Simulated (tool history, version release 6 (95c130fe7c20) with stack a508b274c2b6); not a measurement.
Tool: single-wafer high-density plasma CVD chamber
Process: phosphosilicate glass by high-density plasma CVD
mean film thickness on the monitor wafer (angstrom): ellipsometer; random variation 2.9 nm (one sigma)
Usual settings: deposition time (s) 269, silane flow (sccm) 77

| run | hour | deposition time (s) | silane flow (sccm) | wafers since the last listed run | hours since the silane flow controller was replaced | hours since the gauge calibration | read-back reference wafer on the same gauge, thickness_nm | mean film thickness on the monitor wafer (angstrom) |
|---|---|---|---|---|---|---|---|---|
| 1 | 0 | 269 | 71 | 0 | 4450.9 | 58.7 | 2256.717 | 17726.29 |
| 2 | 13.8 | 269 | 71 | 76 | 4464.7 | 72.5 | 2256.607 | 17764.17 |
| 3 | 24.2 | 269 | 77 | 57 | 4475.1 | 82.9 | 2257.99 | 19250.74 |
| 4 | 37.1 | 269 | 77 | 71 | 4488 | 95.8 | 2258.723 | 19287.55 |
| 5 | 48 | 269 | 77 | 60 | 4498.9 | 106.7 | 2260.537 | 19283.7 |
|  | 70.6 | silane flow controller replaced |
| 6 | 71.1 | 269 | 77 | 83 | 0.5 | 129.8 | 2262.553 | 19300.16 |
| 7 | 76 | 269 | 77 | 27 | 5.4 | 134.7 | 2262.522 | 19306.39 |
|  | 86.5 | gauge calibrated |
| 8 | 92 | 269 | 77 | 88 | 21.4 | 5.5 | 2250.718 | 19205.41 |
| 9 | 102.3 | 225 | 87 | 57 | 31.7 | 15.8 | 2253.191 | 18179.44 |
| 10 | 117.7 | 244 | 69 | 85 | 47.1 | 31.2 | 2254.519 | 15646.01 |

The next listed run, before its measurement:
| 11 | 129.3 | 269 | 72 | 64 | 58.7 | 42.8 | ? | ? |

Run 11 gave read-back reference wafer on the same gauge, thickness_nm 2255.347, mean film thickness on the monitor wafer (angstrom) 17999.22.
Without the tool's hidden state the same run would have given mean film thickness on the monitor wafer (angstrom) 17957.91.
